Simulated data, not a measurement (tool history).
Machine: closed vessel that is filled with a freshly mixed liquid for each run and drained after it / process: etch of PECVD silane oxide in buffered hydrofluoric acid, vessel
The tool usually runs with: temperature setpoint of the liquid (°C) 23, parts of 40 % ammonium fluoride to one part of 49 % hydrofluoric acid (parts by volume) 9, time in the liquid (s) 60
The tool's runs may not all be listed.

run     day  temperature setpoint of the liquid (°C)  parts of 40 % ammonium fluoride to one part of 49 % hydrofluoric acid (parts by volume)  time in the liquid (s)  wafers since the last listed run  hours since the thermometer was replaced  hours since the hydrofluoric acid flow meter was replaced  hours since the gauge calibration  read-back film thickness of the PECVD silane oxide reference wafer, read on the same gauge (nm)  thickness taken off the PECVD silane oxide on a monitor wafer (angstrom)
  1       0                                       23                                                                                        9                      60                                 0                                    2363.3                                                     2088.1                               53.2                                                                                            69.97                                                                    1460.1
  2   0.554                                       23                                                                                        9                      60                              1501                                    2376.6                                                     2101.4                               66.5                                                                                            69.97                                                                    1454.5
  3    1.05                                     19.5                                                                                        9                      35                              1343                                    2388.5                                                     2113.3                               78.4                                                                                               70                                                                     698.9
  4    1.35                                     19.5                                                                                        9                      35                               812                                    2395.7                                                     2120.5                               85.6                                                                                            69.99                                                                     700.4
  5   2.042                                     19.5                                                                                        9                      35                              1874                                    2412.3                                                     2137.1                              102.2                                                                                               70                                                                       698
  6   2.596                                       23                                                                                        9                      60                              1501                                    2425.6                                                     2150.4                              115.5                                                                                               70                                                                    1454.8
  7   3.129                                       23                                                                                        9                      60                              1445                                    2438.4                                                     2163.2                              128.3                                                                                               70                                                                    1470.5
  8   3.671                                       23                                                                                        9                      60                              1467                                    2451.4                                                     2176.2                              141.3                                                                                            70.01                                                                    1452.5
  9   4.104                                       23                                                                                        9                      60                              1174                                    2461.8                                                     2186.6                              151.7                                                                                            69.99                                                                    1461.6
      4.608  -- hydrofluoric acid flow meter replaced
 10   4.629                                       23                                                                                        9                      60                              1309                                    2474.4                                                        0.5                              164.3                                                                                            69.98                                                                    1280.9
 11   4.958                                       23                                                                                        9                      60                               891                                    2482.3                                                        8.4                              172.2                                                                                            69.99                                                                    1270.3
 12   5.608                                       23                                                                                        9                      60                              1761                                    2497.9                                                         24                              187.8                                                                                               70                                                                    1276.8
 13   6.133                                       23                                                                                        9                      60                              1422                                    2510.5                                                       36.6                              200.4                                                                                            70.01                                                                    1278.5
 14   6.642                                       23                                                                                        9                      60                              1377                                    2522.7                                                       48.8                              212.6                                                                                            69.99                                                                    1271.1
        7.2  -- thermometer replaced
 15   7.221                                       25                                                                                        7                      90                              1456                                       0.5                                                       62.7                              226.5                                                                                            69.99                                                                    2800.8
      7.683  -- gauge calibrated
 16   7.879                                       23                                                                                        9                      60                              1783                                      16.3                                                       78.5                                4.7                                                                                            70.01                                                                    1274.2
 17   8.308                                       23                                                                                        9                      60                              1162                                      26.6                                                       88.8                                 15                                                                                               70                                                                      1279
 18   8.917                                       25                                                                                        7                      90                              1648                                      41.2                                                      103.4                               29.6                                                                                            69.99                                                                    2799.7
 19   9.667                                       23                                                                                        9                      45                              2032                                      59.2                                                      121.4                               47.6                                                                                               70                                                                     964.6
 20  10.304                                       23                                                                                       12                      60                              1727                                      74.5                                                      136.7                               62.9                                                                                            70.01                                                                    1003.8
 21  10.817                                     24.5                                                                                     10.5                      75                              1388                                      86.8                                                        149                               75.2                                                                                               70                                                                      1543
 22  11.092                                       23                                                                                       12                      45                               745                                      93.4                                                      155.6                               81.8                                                                                            70.01                                                                     753.4
 23  11.362                                       21                                                                                       11                      60                               733                                      99.9                                                      162.1                               88.3                                                                                            70.01                                                                     978.9
 24   11.65                                       23                                                                                       11                      35                               779                                     106.8                                                        169                               95.2                                                                                            70.01                                                                     638.2
 25  12.117                                       20                                                                                        9                      45                              1264                                       118                                                      180.2                              106.4                                                                                            69.97                                                                     815.7
 26   12.65                                       23                                                                                        9                      95                              1445                                     130.8                                                        193                              119.2                                                                                            69.99                                                                    2039.9
 27  13.171                                       23                                                                                        9                      45                              1411                                     143.3                                                      205.5                              131.7                                                                                            69.98                                                                     967.6
 28  13.712                                       21                                                                                        9                      70                              1467                                     156.3                                                      218.5                              144.7                                                                                            70.01                                                                    1352.2
 29  14.296                                       23                                                                                       11                      40                              1580                                     170.3                                                      232.5                              158.7                                                                                            69.99                                                                     725.5

Predict each of these 4 candidate next runs independently; none follows another, all start after run 29:
  A  14.325                                       23                                                                                       10                      60                                79                                       171                                                      233.2                              159.4                                                                                                ?                                                                         ?
  B  14.325                                     18.5                                                                                        9                      60                                79                                       171                                                      233.2                              159.4                                                                                                ?                                                                         ?
  C  14.325                                     27.5                                                                                        9                      30                                79                                       171                                                      233.2                              159.4                                                                                                ?                                                                         ?
  D  14.325                                       21                                                                                       11                      50                                79                                       171                                                      233.2                              159.4                                                                                                ?                                                                         ?

run  read-back film thickness of the PECVD silane oxide reference wafer, read on the same gauge (nm)  thickness taken off the PECVD silane oxide on a monitor wafer (angstrom)
  A                                                                                            70.01                                                                    1206.6
  B                                                                                            70.01                                                                    1011.3
  C                                                                                            70.01                                                                     828.5
  D                                                                                            70.01                                                                     825.3
What these runs would have given with no unlogged condition in the tool:
run  thickness taken off the PECVD silane oxide on a monitor wafer (angstrom)
  A                                                                    1193.7
  B                                                                     992.7
  C                                                                     813.4
  D                                                                     811.7

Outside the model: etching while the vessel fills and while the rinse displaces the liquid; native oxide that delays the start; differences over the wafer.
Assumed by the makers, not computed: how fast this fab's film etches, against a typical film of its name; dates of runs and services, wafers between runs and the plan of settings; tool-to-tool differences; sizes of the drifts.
